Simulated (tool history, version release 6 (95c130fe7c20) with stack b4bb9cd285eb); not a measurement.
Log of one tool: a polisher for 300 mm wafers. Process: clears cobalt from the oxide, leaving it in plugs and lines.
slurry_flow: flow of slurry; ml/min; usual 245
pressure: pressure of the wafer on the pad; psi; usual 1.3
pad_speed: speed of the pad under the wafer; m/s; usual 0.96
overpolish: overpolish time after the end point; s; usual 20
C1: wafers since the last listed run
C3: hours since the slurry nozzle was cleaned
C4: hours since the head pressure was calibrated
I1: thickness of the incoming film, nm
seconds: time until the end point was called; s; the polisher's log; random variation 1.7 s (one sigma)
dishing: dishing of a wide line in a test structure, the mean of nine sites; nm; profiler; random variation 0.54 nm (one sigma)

Run 1, hour 0.0: usual settings but pad_speed 0.70 m/s; C1 0; wafers polished on this pad 51; C3 208.7; C4 856.1; I1 269.2. Result: seconds 135.4 s, dishing 32.3 nm.
Run 2, hour 14.9: usual settings but pad_speed 0.70 m/s; C1 140; wafers polished on this pad 191; C3 223.6; C4 871.0; I1 267.3. Result: seconds 139.5 s, dishing 30.7 nm.
Run 3, hour 29.6: usual settings but pad_speed 0.70 m/s; C1 138; wafers polished on this pad 330; C3 238.3; C4 885.7; I1 270.3. Result: seconds 134.7 s, dishing 30.9 nm.
Run 4, hour 45.4: usual settings; C1 148; wafers polished on this pad 479; C3 254.1; C4 901.5; I1 265.2. Result: seconds 98.4 s, dishing 37.9 nm.
Run 5, hour 56.7: usual settings; C1 106; wafers polished on this pad 585; C3 265.4; C4 912.8; I1 263.7. Result: seconds 97.1 s, dishing 37.4 nm.
Run 6, hour 70.8: usual settings but pressure 1.0 psi; C1 132; wafers polished on this pad 718; C3 279.5; C4 926.9; I1 268.2. Result: seconds 125.1 s, dishing 31.3 nm.
Run 7, hour 82.0: usual settings but pad_speed 1.08 m/s; C1 105; wafers polished on this pad 823; C3 290.7; C4 938.1; I1 265.2. Result: seconds 90.0 s, dishing 39.5 nm.
Run 8, hour 90.3: usual settings but pad_speed 1.08 m/s; C1 78; wafers polished on this pad 901; C3 299.0; C4 946.4; I1 260.9. Result: seconds 87.3 s, dishing 40.2 nm.
Run 9, hour 106.9: usual settings but pad_speed 1.08 m/s; C1 156; wafers polished on this pad 1058; C3 315.6; C4 963.0; I1 265.8. Result: seconds 88.7 s, dishing 40.2 nm.
Run 10, hour 118.7: usual settings but pad_speed 0.72 m/s; C1 111; wafers polished on this pad 1169; C3 327.4; C4 974.8; I1 261.3. Result: seconds 133.7 s, dishing 31.0 nm.
Run 11, hour 127.0: usual settings but pad_speed 0.72 m/s; C1 78; wafers polished on this pad 1247; C3 335.7; C4 983.1; I1 266.6. Result: seconds 137.4 s, dishing 30.2 nm.
At hour 143.2: worn pad replaced by a new one.
Run 12, hour 143.7: usual settings but pad_speed 1.06 m/s; C1 119; wafers polished on this pad 4; C3 352.4; C4 999.8; I1 270.8. Result: seconds 98.6 s, dishing 37.9 nm.
Run 13, hour 152.2: usual settings but pad_speed 1.06 m/s; C1 80; wafers polished on this pad 84; C3 360.9; C4 1008.3; I1 267.3. Result: seconds 100.0 s, dishing 38.0 nm.
Run 14, hour 166.3: usual settings but pressure 1.6 psi; C1 132; wafers polished on this pad 217; C3 375.0; C4 1022.4; I1 265.8. Result: seconds 92.0 s, dishing 39.1 nm.
Run 15, hour 174.6: usual settings but pressure 1.6 psi; C1 78; wafers polished on this pad 295; C3 383.3; C4 1030.7; I1 264.1. Result: seconds 89.6 s, dishing 39.8 nm.
Run 16, hour 189.5: usual settings but pressure 1.6 psi; C1 140; wafers polished on this pad 435; C3 398.2; C4 1045.6; I1 266.0. Result: seconds 91.9 s, dishing 39.0 nm.
Run 17, hour 202.8: usual settings but slurry_flow 305 ml/min; C1 125; wafers polished on this pad 561; C3 411.5; C4 1058.9; I1 265.8. Result: seconds 110.8 s, dishing 35.5 nm.
Run 18, hour 214.4: usual settings; C1 109; wafers polished on this pad 670; C3 423.1; C4 1070.5; I1 267.3. Result: seconds 113.8 s, dishing 33.8 nm.
Run 19, hour 221.3: usual settings but slurry_flow 195 ml/min, overpolish 12 s; C1 64; wafers polished on this pad 735; C3 430.0; C4 1077.4; I1 263.7. Result: seconds 116.6 s, dishing 23.4 nm.
At hour 240.9: slurry nozzle cleaned.
At hour 241.7: worn pad replaced by a new one, repeated, since the last time left the tool worse.
Run 20, hour 274.4: usual settings; C1 482; wafers polished on this pad 307; C3 33.5; C4 1130.5; I1 264.1. Result: seconds 99.6 s, dishing 37.2 nm.
Run 21, hour 284.3: usual settings but slurry_flow 275 ml/min; C1 93; wafers polished on this pad 400; C3 43.4; C4 1140.4; I1 263.7. Result: seconds 94.9 s, dishing 38.0 nm.
Run 22, hour 297.5: usual settings; C1 124; wafers polished on this pad 525; C3 56.6; C4 1153.6; I1 270.1. Result: seconds 101.4 s, dishing 38.4 nm.
At hour 304.5: head pressure recalibrated.
Run 23, hour 310.6: usual settings but pressure 1.0 psi, overpolish 32 s; C1 104; wafers polished on this pad 629; C3 69.7; C4 6.1; I1 262.6. Result: seconds 125.4 s, dishing 42.1 nm.
Run 24, hour 327.0: usual settings but slurry_flow 270 ml/min, pressure 1.0 psi; C1 154; wafers polished on this pad 784; C3 86.1; C4 22.5; I1 264.5. Result: seconds 127.9 s, dishing 32.0 nm.
Run 25, hour 335.5: usual settings but pad_speed 1.10 m/s; C1 80; wafers polished on this pad 864; C3 94.6; C4 31.0; I1 265.6. Result: seconds 88.1 s, dishing 39.7 nm.
Run 26, hour 347.9: usual settings but pressure 1.5 psi; C1 116; wafers polished on this pad 980; C3 107.0; C4 43.4; I1 267.5. Result: seconds 88.8 s, dishing 40.6 nm.
Run 27, hour 359.4: usual settings; C1 108; wafers polished on this pad 1089; C3 118.5; C4 54.9; I1 264.1. Result: seconds 99.7 s, dishing 37.6 nm.
At hour 372.7: worn pad replaced by a new one.
Run 28, hour 376.8: usual settings but slurry_flow 195 ml/min, pressure 1.6 psi, overpolish 14 s; C1 126; wafers polished on this pad 38; C3 135.9; C4 72.3; I1 266.5. Result: seconds 79.8 s, dishing 34.5 nm.
Run 29, hour 383.5: usual settings but pressure 1.7 psi, pad_speed 1.28 m/s; C1 63; wafers polished on this pad 101; C3 142.6; C4 79.0; I1 261.3. Result: seconds 55.8 s, dishing 50.4 nm.
Run 30, hour 390.9: usual settings but pressure 1.7 psi, overpolish 24 s; C1 69; wafers polished on this pad 171; C3 150.0; C4 86.4; I1 263.8. Result: seconds 75.3 s, dishing 47.3 nm.
Run 31, hour 404.9: usual settings but slurry_flow 300 ml/min; C1 131; wafers polished on this pad 303; C3 164.0; C4 100.4; I1 264.7. Result: seconds 96.0 s, dishing 37.6 nm.
Run 32, hour 420.9: usual settings but slurry_flow 270 ml/min, overpolish 13 s; C1 150; wafers polished on this pad 453; C3 180.0; C4 116.4; I1 267.2. Result: seconds 96.5 s, dishing 28.9 nm.
Run 33, hour 434.4: usual settings but pressure 1.7 psi, pad_speed 1.16 m/s; C1 127; wafers polished on this pad 580; C3 193.5; C4 129.9; I1 268.3. Result: seconds 62.5 s, dishing 48.1 nm.

The tool's hidden state at each run:
slurry flow missing at the pad, %: 0 in every run
deviation of the head's pressure from its setpoint, %: 0 in every run
H1: removal rate lost through wear of the pad, %
run     H1
  1  0.696
  2   1.28
  3   1.86
  4   2.48
  5   2.93
  6   3.48
  7   3.93
  8   4.25
  9   4.91
 10   5.37
 11    5.7
 12   11.8
 13   12.1
 14   12.7
 15     13
 16   13.6
 17   14.1
 18   14.6
 19   14.9
 20    1.3
 21   1.69
 22    2.2
 23   2.72
 24   3.37
 25    3.7
 26   4.19
 27   4.64
 28  0.247
 29  0.511
 30  0.802
 31   1.35
 32   1.98
 33   2.52
